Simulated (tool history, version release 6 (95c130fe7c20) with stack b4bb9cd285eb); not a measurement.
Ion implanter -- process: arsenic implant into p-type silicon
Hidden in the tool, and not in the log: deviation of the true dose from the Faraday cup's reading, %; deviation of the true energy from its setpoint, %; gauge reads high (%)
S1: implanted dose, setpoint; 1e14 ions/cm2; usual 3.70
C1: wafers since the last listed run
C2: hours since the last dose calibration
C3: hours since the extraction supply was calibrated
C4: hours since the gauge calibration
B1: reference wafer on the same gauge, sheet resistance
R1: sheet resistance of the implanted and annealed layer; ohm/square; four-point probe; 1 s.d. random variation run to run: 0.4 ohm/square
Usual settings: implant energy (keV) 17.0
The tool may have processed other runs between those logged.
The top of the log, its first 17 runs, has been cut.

{"run": 18, "day": 8.142, "S1": 4.4, "implant energy (keV)": 12.0, "C1": 352, "C2": 2296.2, "C3": 4155.2, "C4": 353.3, "B1": 307.01, "R1": 256.2}
{"run": 19, "day": 8.492, "S1": 3.7, "implant energy (keV)": 17.0, "C1": 219, "C2": 2304.6, "C3": 4163.6, "C4": 361.7, "B1": 307.1, "R1": 280.05}
{"run": 20, "day": 10.579, "S1": 3.7, "implant energy (keV)": 17.0, "C1": 1306, "C2": 2354.7, "C3": 4213.7, "C4": 411.8, "B1": 307.19, "R1": 281.2}
{"day": 11.296, "done": "gauge calibrated"}
{"day": 11.412, "done": "Faraday cup replaced and dose calibrated"}
{"run": 21, "day": 11.433, "S1": 3.7, "implant energy (keV)": 17.0, "C1": 325, "C2": 0.5, "C3": 4234.2, "C4": 3.3, "B1": 306.99, "R1": 270.4}
{"run": 22, "day": 11.471, "S1": 4.37, "implant energy (keV)": 17.0, "C1": 23, "C2": 1.4, "C3": 4235.1, "C4": 4.2, "B1": 307.01, "R1": 238.71}
{"run": 23, "day": 11.875, "S1": 4.8, "implant energy (keV)": 15.5, "C1": 252, "C2": 11.1, "C3": 4244.8, "C4": 13.9, "B1": 306.94, "R1": 225.54}
{"run": 24, "day": 12.438, "S1": 4.37, "implant energy (keV)": 17.0, "C1": 352, "C2": 24.6, "C3": 4258.3, "C4": 27.4, "B1": 306.98, "R1": 238.59}
{"day": 13.1, "done": "extraction supply calibrated"}
{"run": 25, "day": 13.121, "S1": 4.64, "implant energy (keV)": 13.5, "C1": 219, "C2": 41.0, "C3": 0.5, "C4": 43.8, "B1": 306.96, "R1": 235.35}
{"run": 26, "day": 13.512, "S1": 3.31, "implant energy (keV)": 15.0, "C1": 245, "C2": 50.4, "C3": 9.9, "C4": 53.2, "B1": 306.9, "R1": 297.39}
{"run": 27, "day": 14.092, "S1": 3.38, "implant energy (keV)": 12.5, "C1": 362, "C2": 64.3, "C3": 23.8, "C4": 67.1, "B1": 307.07, "R1": 299.54}
{"run": 28, "day": 14.733, "S1": 3.7, "implant energy (keV)": 12.5, "C1": 401, "C2": 79.7, "C3": 39.2, "C4": 82.5, "B1": 306.93, "R1": 280.45}
{"run": 29, "day": 15.258, "S1": 4.31, "implant energy (keV)": 19.0, "C1": 328, "C2": 92.3, "C3": 51.8, "C4": 95.1, "B1": 307.04, "R1": 238.45}
{"run": 30, "day": 15.679, "S1": 2.82, "implant energy (keV)": 21.5, "C1": 263, "C2": 102.4, "C3": 61.9, "C4": 105.2, "B1": 306.94, "R1": 320.94}
{"run": 31, "day": 15.946, "S1": 3.7, "implant energy (keV)": 15.0, "C1": 166, "C2": 108.8, "C3": 68.3, "C4": 111.6, "B1": 306.89, "R1": 274.82}
{"run": 32, "day": 16.621, "S1": 3.19, "implant energy (keV)": 12.0, "C1": 422, "C2": 125.0, "C3": 84.5, "C4": 127.8, "B1": 306.91, "R1": 314.43}
{"run": 33, "day": 16.938, "S1": 3.7, "implant energy (keV)": 17.0, "C1": 198, "C2": 132.6, "C3": 92.1, "C4": 135.4, "B1": 307.0, "R1": 270.56}

5 options for the next run, each taken on its own from the tool as it stands now. Forecast them:
{"run": "A", "day": 16.954, "S1": 2.61, "implant energy (keV)": 17.0, "C1": 10, "C2": 133.0, "C3": 92.5, "C4": 135.8, "B1": "?", "R1": "?"}
{"run": "B", "day": 16.954, "S1": 4.38, "implant energy (keV)": 14.0, "C1": 10, "C2": 133.0, "C3": 92.5, "C4": 135.8, "B1": "?", "R1": "?"}
{"run": "C", "day": 16.954, "S1": 3.7, "implant energy (keV)": 12.0, "C1": 10, "C2": 133.0, "C3": 92.5, "C4": 135.8, "B1": "?", "R1": "?"}
{"run": "D", "day": 16.954, "S1": 2.79, "implant energy (keV)": 19.5, "C1": 10, "C2": 133.0, "C3": 92.5, "C4": 135.8, "B1": "?", "R1": "?"}
{"run": "E", "day": 16.954, "S1": 2.92, "implant energy (keV)": 12.5, "C1": 10, "C2": 133.0, "C3": 92.5, "C4": 135.8, "B1": "?", "R1": "?"}

run=A B1=306.93 R1=352.70
run=B B1=306.93 R1=245.23
run=C B1=306.93 R1=282.30
run=D B1=306.93 R1=329.51
run=E B1=306.93 R1=336.21
With the hidden condition removed and each run's random variation left untouched, the same runs would have given:
run=A R1=350.64
run=B R1=243.86
run=C R1=280.67
run=D R1=327.59
run=E R1=334.22
